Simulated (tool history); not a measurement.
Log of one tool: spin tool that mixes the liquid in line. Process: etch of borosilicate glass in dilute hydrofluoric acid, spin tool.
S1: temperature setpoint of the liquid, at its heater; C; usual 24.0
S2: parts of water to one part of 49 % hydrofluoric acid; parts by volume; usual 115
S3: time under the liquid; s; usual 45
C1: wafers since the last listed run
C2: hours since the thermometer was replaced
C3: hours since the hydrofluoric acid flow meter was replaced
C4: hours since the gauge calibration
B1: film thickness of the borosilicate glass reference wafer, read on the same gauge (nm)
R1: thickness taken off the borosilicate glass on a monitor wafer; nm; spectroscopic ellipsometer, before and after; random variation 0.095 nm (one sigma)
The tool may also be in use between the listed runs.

run 1 hour=0.0 | S1=24.0 S2=85 S3=45 | C1=0 C2=1813.5 C3=408.4 C4=942.2 | B1=58.28 | R1=30.80
run 2 hour=76.5 | S1=24.0 S2=85 S3=45 | C1=1058 C2=1890.0 C3=484.9 C4=1018.7 | B1=58.18 | R1=30.41
run 3 hour=169.5 | S1=24.0 S2=85 S3=45 | C1=1287 C2=1983.0 C3=577.9 C4=1111.7 | B1=58.06 | R1=30.47
-- hour=194.7 thermometer replaced
run 4 hour=226.6 | S1=24.0 S2=115 S3=35 | C1=776 C2=31.9 C3=635.0 C4=1168.8 | B1=57.93 | R1=16.87
run 5 hour=280.7 | S1=24.0 S2=100 S3=45 | C1=748 C2=86.0 C3=689.1 C4=1222.9 | B1=57.83 | R1=25.27
run 6 hour=369.4 | S1=24.0 S2=100 S3=45 | C1=1227 C2=174.7 C3=777.8 C4=1311.6 | B1=57.74 | R1=25.36
run 7 hour=465.3 | S1=24.0 S2=115 S3=60 | C1=1327 C2=270.6 C3=873.7 C4=1407.5 | B1=57.58 | R1=28.68
run 8 hour=570.7 | S1=24.0 S2=115 S3=60 | C1=1458 C2=376.0 C3=979.1 C4=1512.9 | B1=57.46 | R1=28.74
run 9 hour=635.9 | S1=24.0 S2=115 S3=60 | C1=902 C2=441.2 C3=1044.3 C4=1578.1 | B1=57.35 | R1=28.60
run 10 hour=677.4 | S1=24.0 S2=135 S3=45 | C1=574 C2=482.7 C3=1085.8 C4=1619.6 | B1=57.29 | R1=17.81
-- hour=877.0 hydrofluoric acid flow meter replaced
-- hour=888.6 gauge calibrated
run 11 hour=928.7 | S1=24.0 S2=135 S3=45 | C1=3464 C2=734.0 C3=51.7 C4=40.1 | B1=59.93 | R1=18.65
run 12 hour=1223.5 | S1=24.0 S2=115 S3=45 | C1=4080 C2=1028.8 C3=346.5 C4=334.9 | B1=59.53 | R1=22.18
run 13 hour=1494.8 | S1=27.5 S2=170 S3=25 | C1=3754 C2=1300.1 C3=617.8 C4=606.2 | B1=59.07 | R1=8.90
run 14 hour=1539.3 | S1=20.0 S2=60 S3=35 | C1=615 C2=1344.6 C3=662.3 C4=650.7 | B1=59.05 | R1=29.93
run 15 hour=1622.1 | S1=24.0 S2=160 S3=45 | C1=1146 C2=1427.4 C3=745.1 C4=733.5 | B1=58.89 | R1=15.04
run 16 hour=1711.2 | S1=26.0 S2=70 S3=45 | C1=1233 C2=1516.5 C3=834.2 C4=822.6 | B1=58.81 | R1=41.21
-- hour=1726.1 thermometer replaced
run 17 hour=1765.0 | S1=28.5 S2=90 S3=25 | C1=730 C2=38.9 C3=888.0 C4=876.4 | B1=58.69 | R1=19.11
run 18 hour=1841.9 | S1=19.5 S2=115 S3=30 | C1=1064 C2=115.8 C3=964.9 C4=953.3 | B1=58.62 | R1=12.16
run 19 hour=1906.4 | S1=27.5 S2=130 S3=65 | C1=892 C2=180.3 C3=1029.4 C4=1017.8 | B1=58.49 | R1=31.32
run 20 hour=1993.2 | S1=19.5 S2=135 S3=20 | C1=1201 C2=267.1 C3=1116.2 C4=1104.6 | B1=58.35 | R1=6.78
-- hour=2031.9 hydrofluoric acid flow meter replaced
run 21 hour=2099.8 | S1=24.0 S2=115 S3=45 | C1=1461 C2=373.7 C3=67.9 C4=1211.2 | B1=58.20 | R1=21.74
run 22 hour=2204.9 | S1=20.5 S2=135 S3=30 | C1=1454 C2=478.8 C3=173.0 C4=1316.3 | B1=58.05 | R1=10.50

3 ways to go on from here, each from the tool as it stands after run 22. What would each give?
run A hour=2205.3 | S1=20.5 S2=115 S3=45 | C1=5 C2=479.2 C3=173.4 C4=1316.7 | B1=? | R1=?
run B hour=2205.3 | S1=26.5 S2=55 S3=25 | C1=5 C2=479.2 C3=173.4 C4=1316.7 | B1=? | R1=?
run C hour=2205.3 | S1=26.0 S2=115 S3=45 | C1=5 C2=479.2 C3=173.4 C4=1316.7 | B1=? | R1=?

run=A B1=58.06 R1=18.88
run=B B1=58.06 R1=30.10
run=C B1=58.06 R1=23.46
Without the tool's hidden state the same runs would have given:
run=A R1=19.51
run=B R1=31.10
run=C R1=24.24
